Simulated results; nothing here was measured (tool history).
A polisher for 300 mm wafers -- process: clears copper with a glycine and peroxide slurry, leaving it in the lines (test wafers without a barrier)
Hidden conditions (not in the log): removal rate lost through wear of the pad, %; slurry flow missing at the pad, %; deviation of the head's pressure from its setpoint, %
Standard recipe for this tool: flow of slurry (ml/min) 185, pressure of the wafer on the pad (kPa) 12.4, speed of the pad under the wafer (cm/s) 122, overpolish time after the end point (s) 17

run	day	flow of slurry (ml/min)	pressure of the wafer on the pad (kPa)	speed of the pad under the wafer (cm/s)	overpolish time after the end point (s)	wafers since the last listed run	wafers polished on this pad	hours since the slurry nozzle was cleaned	hours since the head pressure was calibrated	incoming thickness of the incoming film, nm	time until the end point was called (s)	dishing of a wide line in a test structure (Å)
1	0	185	12.4	122	17	0	861	68.5	823.1	585.9	118.8	254
2	0.792	185	12.4	122	17	99	960	87.5	842.1	577.6	118.2	257
# day 2.158: worn pad replaced by a new one
3	2.179	185	12.4	122	17	153	2	120.8	875.4	572.9	115.4	251
4	3.517	185	12.4	122	17	168	171	152.9	907.5	580.6	117.7	252
5	4.983	185	12.4	94	17	184	355	188.1	942.7	583.1	144.1	250
# day 6.512: slurry nozzle cleaned
6	8.371	185	12.4	94	17	421	777	44.6	1024	576	141.1	256
7	9.633	185	12.4	122	17	159	936	74.9	1054.3	577.2	118.5	251
8	10.771	185	12.4	122	17	143	1079	102.2	1081.6	583.6	119.9	252
# day 11.179: worn pad replaced by a new one
9	11.962	185	12.4	122	17	129	98	130.8	1110.2	588.4	120.3	250
10	12.921	185	12.4	122	17	120	219	153.8	1133.2	582.5	115.5	256
11	13.483	185	12.4	122	17	70	290	167.3	1146.7	572.7	114.6	250
12	14.546	185	12.4	122	17	133	424	192.8	1172.2	577.9	118.7	250
# day 15.604: slurry nozzle cleaned
13	15.942	200	12.4	122	17	170	594	8.1	1205.7	576.2	116	255
14	16.633	200	12.4	122	17	87	681	24.7	1222.3	582.7	117.2	255
15	17.346	200	12.4	122	17	89	771	41.8	1239.4	573.1	116.1	250
16	18.75	140	12.4	110	17	176	948	75.5	1273.1	576.1	130.2	244
# day 19.208: worn pad replaced by a new one
17	19.975	185	12.4	122	17	133	96	104.9	1302.5	583	119.5	263
18	21.425	245	15.9	106	17	182	279	139.7	1337.3	581.7	107.5	262
19	22.025	185	12.4	122	23	75	354	154.1	1351.7	579.3	119.1	258
20	23.117	185	12.4	122	17	137	492	180.3	1377.9	576.6	115	251
# day 23.842: head pressure recalibrated
# day 24.388: slurry nozzle cleaned
21	24.533	185	12.4	82	27	162	654	3.5	16.6	581	160.5	277
22	25.871	185	12.4	122	17	168	823	35.6	48.7	579.1	117.6	260
23	26.879	185	12.4	122	17	126	950	59.8	72.9	581.8	116.5	249
24	28.25	135	12.4	122	17	172	1122	92.7	105.8	572.5	121.6	247
25	28.762	240	9	122	17	64	1187	105	118.1	588.1	146	241
# day 29.154: worn pad replaced by a new one
26	29.975	185	12.4	122	9	131	103	134.1	147.2	574.8	116.1	201
27	30.479	205	15.2	122	10	63	166	146.2	159.3	589.9	102.3	225
28	31.521	185	12.4	122	17	131	298	171.2	184.3	578.6	118.2	250
29	32.558	130	9.7	156	21	130	428	196.1	209.2	581.7	123.1	251
30	33.942	245	12.4	98	17	174	603	229.3	242.4	588.5	137.5	243
# day 34.275: slurry nozzle cleaned
31	35.317	135	10.3	122	17	167	770	25	275.4	579.2	140	238
32	36.542	185	15.9	90	17	154	925	54.4	304.8	592.6	125.9	258
# day 37.188: worn pad replaced by a new one
33	37.208	185	12.4	122	17	62	2	70.4	320.8	590	119.4	257
34	38.429	185	12.4	136	17	153	156	99.7	350.1	578.2	107.1	253

Take each entry between the runs: how does the hidden state at the last listed run before it differ from the hidden state at the first listed run after it?
Run 2 -> run 3: worn pad replaced by a new one (day 2.158)
  no difference in the tool's unlogged condition between these two runs
Run 5 -> run 6: slurry nozzle cleaned (day 6.512)
  no difference in the tool's unlogged condition between these two runs
Run 8 -> run 9: worn pad replaced by a new one (day 11.179)
  no difference in the tool's unlogged condition between these two runs
Run 12 -> run 13: slurry nozzle cleaned (day 15.604)
  no difference in the tool's unlogged condition between these two runs
Run 16 -> run 17: worn pad replaced by a new one (day 19.208)
  no difference in the tool's unlogged condition between these two runs
Run 20 -> run 21: head pressure recalibrated (day 23.842); slurry nozzle cleaned (day 24.388)
  no difference in the tool's unlogged condition between these two runs
Run 25 -> run 26: worn pad replaced by a new one (day 29.154)
  no difference in the tool's unlogged condition between these two runs
Run 30 -> run 31: slurry nozzle cleaned (day 34.275)
  no difference in the tool's unlogged condition between these two runs
Run 32 -> run 33: worn pad replaced by a new one (day 37.188)
  no difference in the tool's unlogged condition between these two runs
